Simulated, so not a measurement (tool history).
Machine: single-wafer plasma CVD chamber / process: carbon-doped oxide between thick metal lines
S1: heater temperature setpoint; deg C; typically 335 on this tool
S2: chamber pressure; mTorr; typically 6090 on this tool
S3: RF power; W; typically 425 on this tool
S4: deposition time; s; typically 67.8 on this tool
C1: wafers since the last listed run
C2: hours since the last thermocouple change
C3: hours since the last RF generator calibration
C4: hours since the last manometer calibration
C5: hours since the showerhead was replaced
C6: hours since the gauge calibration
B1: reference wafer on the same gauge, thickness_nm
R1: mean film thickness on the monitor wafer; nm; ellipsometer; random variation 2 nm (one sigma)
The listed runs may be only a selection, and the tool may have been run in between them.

run,day,S1,S2,S3,S4,C1,C2,C3,C4,C5,C6,B1,R1
1,0,335,6090,425,67.8,0,2438.3,1398,1125.5,3663.5,39.2,351.414,339.341
2,4.367,335,6090,425,67.8,1814,2543.1,1502.8,1230.3,3768.3,144,351.619,338.723
3,6.692,326,6090,425,67.8,966,2598.9,1558.6,1286.1,3824.1,199.8,350.939,354.136
4,9.479,326,6090,425,67.8,1158,2665.8,1625.5,1353,3891,266.7,351.023,347.116
5,11.525,335,6090,425,67.8,850,2714.9,1674.6,1402.1,3940.1,315.8,351.025,339.486
6,15.596,335,6090,425,67.8,1691,2812.6,1772.3,1499.8,4037.8,413.5,350.968,333.714
7,20.088,335,6090,425,67.8,1866,2920.4,1880.1,1607.6,4145.6,521.3,350.544,334.417
# day 21.083: RF generator calibrated
8,23.433,335,6090,425,60.4,1251,3000.7,56.4,1687.9,4225.9,601.6,350.922,313.786
# day 24: thermocouple changed; heater temperature recalibrated
# day 26.533: capacitance manometer re-zeroed and calibrated
9,26.554,335,6090,425,67.8,1019,61.3,131.3,0.5,4300.8,676.5,351.161,349.372
10,29.95,344,6090,425,60.2,1411,142.8,212.8,82,4382.3,758,351.551,299.748
# day 31.446: showerhead replaced
11,31.962,326,6090,425,67.8,697,191.1,261.1,130.3,12.4,806.3,350.701,362.622
12,33.579,335,6490,360,67.8,671,229.9,299.9,169.1,51.2,845.1,351.309,304.886

Estimate the outcome of run 13 from the log above:
# day 34.112: gauge calibrated
13,35.104,341,7130,370,74.3,633,266.5,336.5,205.7,87.8,23.8,?,?

{"run 13": {"B1": 351.909, "R1": 334.527}}
On a tool with no hidden condition, and with the same random variation, this run would have come out at R1 339.076 nm.
